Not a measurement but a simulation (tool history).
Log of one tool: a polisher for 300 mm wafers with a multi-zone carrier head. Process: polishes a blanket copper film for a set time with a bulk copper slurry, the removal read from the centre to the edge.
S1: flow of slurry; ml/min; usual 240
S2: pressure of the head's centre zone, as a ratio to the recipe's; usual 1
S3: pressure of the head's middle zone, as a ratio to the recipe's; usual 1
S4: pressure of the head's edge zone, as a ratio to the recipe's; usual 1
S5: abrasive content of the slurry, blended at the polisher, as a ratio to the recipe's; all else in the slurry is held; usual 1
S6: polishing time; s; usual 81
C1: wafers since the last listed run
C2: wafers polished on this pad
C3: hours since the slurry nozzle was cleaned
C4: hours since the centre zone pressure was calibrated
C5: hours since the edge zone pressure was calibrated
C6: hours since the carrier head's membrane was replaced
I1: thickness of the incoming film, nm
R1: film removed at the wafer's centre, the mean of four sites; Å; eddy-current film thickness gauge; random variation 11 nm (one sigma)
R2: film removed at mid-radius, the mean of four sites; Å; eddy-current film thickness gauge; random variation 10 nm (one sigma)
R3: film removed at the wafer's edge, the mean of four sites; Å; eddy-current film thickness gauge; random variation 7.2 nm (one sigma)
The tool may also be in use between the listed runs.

Run 1, hour 0: usual settings; C1 0; C2 108; C3 420.2; C4 62.5; C5 246.3; C6 590.7; I1 3266.2. Result: R1 7729 Å, R2 8077 Å, R3 8025 Å.
Run 2, hour 90.3: usual settings but S1 185 ml/min, S2 0.92, S4 1.06, S6 57 s; C1 672; C2 781; C3 510.5; C4 152.8; C5 336.6; C6 681; I1 3262.7. Result: R1 4669 Å, R2 5383 Å, R3 5524 Å.
At hour 92.8: slurry nozzle cleaned.
Run 3, hour 156.5: usual settings but S4 1.07, S6 70 s; C1 485; C2 1267; C3 63.7; C4 219; C5 402.8; C6 747.2; I1 3228.7. Result: R1 6695 Å, R2 7003 Å, R3 7123 Å.
Run 4, hour 222.5: usual settings but S1 205 ml/min, S2 1.07; C1 491; C2 1759; C3 129.7; C4 285; C5 468.8; C6 813.2; I1 3187.9. Result: R1 7667 Å, R2 7792 Å, R3 7714 Å.
Run 5, hour 298: usual settings but S2 0.95, S5 0.75; C1 562; C2 2321; C3 205.2; C4 360.5; C5 544.3; C6 888.7; I1 3181.4. Result: R1 6688 Å, R2 7487 Å, R3 7068 Å.
At hour 348.5: edge zone pressure recalibrated.
Run 6, hour 358.4: usual settings but S2 0.92, S4 1.07; C1 435; C2 2756; C3 265.6; C4 420.9; C5 9.9; C6 949.1; I1 3188.9. Result: R1 7202 Å, R2 7636 Å, R3 8074 Å.
Run 7, hour 399.2: usual settings but S1 315 ml/min, S4 1.08, S5 0.75, S6 107 s; C1 304; C2 3060; C3 306.4; C4 461.7; C5 50.7; C6 989.9; I1 3265.5. Result: R1 9284 Å, R2 9930 Å, R3 9805 Å.
Run 8, hour 439.2: usual settings; C1 298; C2 3359; C3 346.4; C4 501.7; C5 90.7; C6 1029.9; I1 3257.6. Result: R1 7525 Å, R2 7817 Å, R3 7654 Å.
At hour 538.3: worn pad replaced by a new one.
Run 9, hour 547.1: usual settings but S2 1.06, S4 0.91; C1 774; C2 65; C3 454.3; C4 609.6; C5 198.6; C6 1137.8; I1 3244.3. Result: R1 8123 Å, R2 8080 Å, R3 7771 Å.
Run 10, hour 628.5: usual settings but S1 290 ml/min, S2 0.88, S5 0.75, S6 103 s; C1 606; C2 672; C3 535.7; C4 691; C5 280; C6 1219.2; I1 3253.6. Result: R1 8456 Å, R2 9643 Å, R3 9494 Å.
At hour 650.9: slurry nozzle cleaned.
Run 11, hour 696.4: usual settings but S1 180 ml/min; C1 498; C2 1170; C3 45.5; C4 758.9; C5 347.9; C6 1287.1; I1 3242.4. Result: R1 7046 Å, R2 7372 Å, R3 7554 Å.
Run 12, hour 748.5: usual settings but S5 0.7; C1 388; C2 1559; C3 97.6; C4 811; C5 400; C6 1339.2; I1 3200.1. Result: R1 6860 Å, R2 7185 Å, R3 7077 Å.
At hour 837.2: carrier head's membrane replaced by a new one.
Run 13, hour 844.2: usual settings; C1 675; C2 2235; C3 193.3; C4 906.7; C5 495.7; C6 7; I1 3221.4. Result: R1 7747 Å, R2 7736 Å, R3 7849 Å.
At hour 851.7: edge zone pressure recalibrated.
Run 14, hour 887.1: usual settings but S1 175 ml/min, S3 0.89; C1 304; C2 2539; C3 236.2; C4 949.6; C5 35.4; C6 49.9; I1 3272.1. Result: R1 6831 Å, R2 6625 Å, R3 7337 Å.
Run 15, hour 976: usual settings but S1 270 ml/min, S2 0.88, S4 1.09; C1 662; C2 3202; C3 325.1; C4 1038.5; C5 124.3; C6 138.8; I1 3203.8. Result: R1 6915 Å, R2 7802 Å, R3 8023 Å.
Run 16, hour 1077.6: usual settings but S2 1.05, S3 1.06, S4 1.06, S5 0.8; C1 757; C2 3959; C3 426.7; C4 1140.1; C5 225.9; C6 240.4; I1 3280.7. Result: R1 7217 Å, R2 7512 Å, R3 7163 Å.
Run 17, hour 1125.8: usual settings; C1 359; C2 4318; C3 474.9; C4 1188.3; C5 274.1; C6 288.6; I1 3186.8. Result: R1 7454 Å, R2 7442 Å, R3 7550 Å.
At hour 1182: worn pad replaced by a new one.
At hour 1185.2: slurry nozzle cleaned.
At hour 1218: centre zone pressure recalibrated.
Run 18, hour 1225.8: usual settings but S1 165 ml/min, S6 104 s; C1 693; C2 304; C3 40.6; C4 7.8; C5 374.1; C6 388.6; I1 3274.3. Result: R1 8751 Å, R2 9131 Å, R3 9521 Å.
Run 19, hour 1270.8: usual settings; C1 335; C2 639; C3 85.6; C4 52.8; C5 419.1; C6 433.6; I1 3237.9. Result: R1 7955 Å, R2 8126 Å, R3 7959 Å.
Run 20, hour 1337.7: usual settings; C1 498; C2 1138; C3 152.5; C4 119.7; C5 486; C6 500.5; I1 3242. Result: R1 7815 Å, R2 7846 Å, R3 7930 Å.

The tool's hidden state at each run:
slurry flow missing at the pad, %: 0 in every run
deviation of the centre zone's pressure from its setpoint, %: 0 in every run
deviation of the edge zone's pressure from its setpoint, %: 0 in every run
H1: removal rate lost through wear of the pad, %
run     H1
  1  0.593
  2  0.791
  3   1.13
  4   1.62
  5   2.38
  6   3.14
  7   3.73
  8   4.37
  9  0.434
 10  0.582
 11  0.891
 12   1.24
 13   2.15
 14   2.67
 15   3.95
 16   5.77
 17   6.77
 18  0.788
 19  0.898
 20    1.2
